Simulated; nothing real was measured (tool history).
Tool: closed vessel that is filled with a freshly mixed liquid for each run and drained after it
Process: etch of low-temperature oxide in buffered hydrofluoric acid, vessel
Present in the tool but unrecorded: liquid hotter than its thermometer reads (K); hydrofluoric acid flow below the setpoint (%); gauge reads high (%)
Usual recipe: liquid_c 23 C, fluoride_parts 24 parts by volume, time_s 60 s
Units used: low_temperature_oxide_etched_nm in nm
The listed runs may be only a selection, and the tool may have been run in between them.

run	day	liquid_c	fluoride_parts	time_s	wafers since the last listed run	hours since the thermometer was replaced	hours since the hydrofluoric acid flow meter was replaced	hours since the gauge calibration	read-back film thickness of the low-temperature oxide reference wafer, read on the same gauge (nm)	low_temperature_oxide_etched_nm
1	0	23	24	70	0	479.5	449.1	251.2	100	183.13
2	1.142	23	24	70	3805	506.9	476.5	278.6	99.98	183.97
3	2.679	26	17	60	5125	543.8	513.4	315.5	100.01	243.65
4	9.575	26	17	60	22988	709.3	678.9	481	99.98	247.34
5	11.133	26	17	60	5194	746.7	716.3	518.4	100.01	241.64
6	14.117	23	24	60	9945	818.3	787.9	590	100	157.21
7	15.2	20.5	17	60	3611	844.3	813.9	616	99.99	179.03
8	17.062	20.5	17	60	6208	889	858.6	660.7	100	177.45
9	19.842	20.5	17	60	9264	955.7	925.3	727.4	100.02	176.85
10	21.858	20	24	85	6722	1004.1	973.7	775.8	100	186.1
11	24.038	20	24	85	7264	1056.4	1026	828.1	99.99	183.8
12	25.858	23	24	60	6069	1100.1	1069.7	871.8	100.03	152.92
13	28.629	23	24	60	9236	1166.6	1136.2	938.3	100.01	154.04
# day 29.125: thermometer replaced
14	33.454	23	30	60	15945	103.9	1252	1054.1	100	125.55
15	36.392	23	24	60	9792	174.4	1322.5	1124.6	100.03	152.1
16	39.262	24.5	18	60	9570	243.3	1391.4	1193.5	100	199.78
# day 39.958: hydrofluoric acid flow meter replaced
17	40.417	19	30	75	3708	271	11	1221.2	100.01	143.15
18	43.038	19.5	24	60	8736	333.9	73.9	1284.1	99.99	134.23
19	45.121	23	21	80	6945	383.9	123.9	1334.1	100	237.54
# day 46.271: gauge calibrated
20	47.446	21	28	80	7750	439.7	179.7	28.2	100.01	177.27
21	48.8	19.5	24	95	4514	472.2	212.2	60.7	99.99	211.76
22	51.125	19.5	24	45	7750	528	268	116.5	100	98.85
23	52.829	23	30	40	5681	568.9	308.9	157.4	100	92.06
24	54.912	27.5	20	40	6945	618.9	358.9	207.4	100.02	156.48
25	56.675	23	24	50	5875	661.2	401.2	249.7	100.01	134.22
26	57.688	26.5	16	60	3375	685.5	425.5	274	99.99	269.9
27	60.179	20	24	70	8306	745.3	485.3	333.8	100	160.97
28	68.912	18	18	45	29113	954.9	694.9	543.4	100	110.91
29	71.888	23	24	60	9917	1026.3	766.3	614.8	99.98	155.01
30	72.9	23	24	60	3375	1050.6	790.6	639.1	100	156.12
31	75.838	23	24	60	9792	1121.1	861.1	709.6	100	157.36

Entry by entry between the runs, the difference in hidden state between the last listed run before and the first listed run after:
Run 13 -> run 14: thermometer replaced (day 29.125)
  hydrofluoric acid flow below the setpoint (%): 9.68 -> 10.6
  measured result minus the result with no hidden state, low_temperature_oxide_etched_nm: -11.19 -> -14.44 nm
Run 16 -> run 17: hydrofluoric acid flow meter replaced (day 39.958)
  hydrofluoric acid flow below the setpoint (%): 11.6 -> 0.338
  measured result minus the result with no hidden state, low_temperature_oxide_etched_nm: -24.71 -> -0.48 nm
Run 19 -> run 20: gauge calibrated (day 46.271)
  hydrofluoric acid flow below the setpoint (%): 1.21 -> 1.64
  measured result minus the result with no hidden state, low_temperature_oxide_etched_nm: -2 -> -2.03 nm
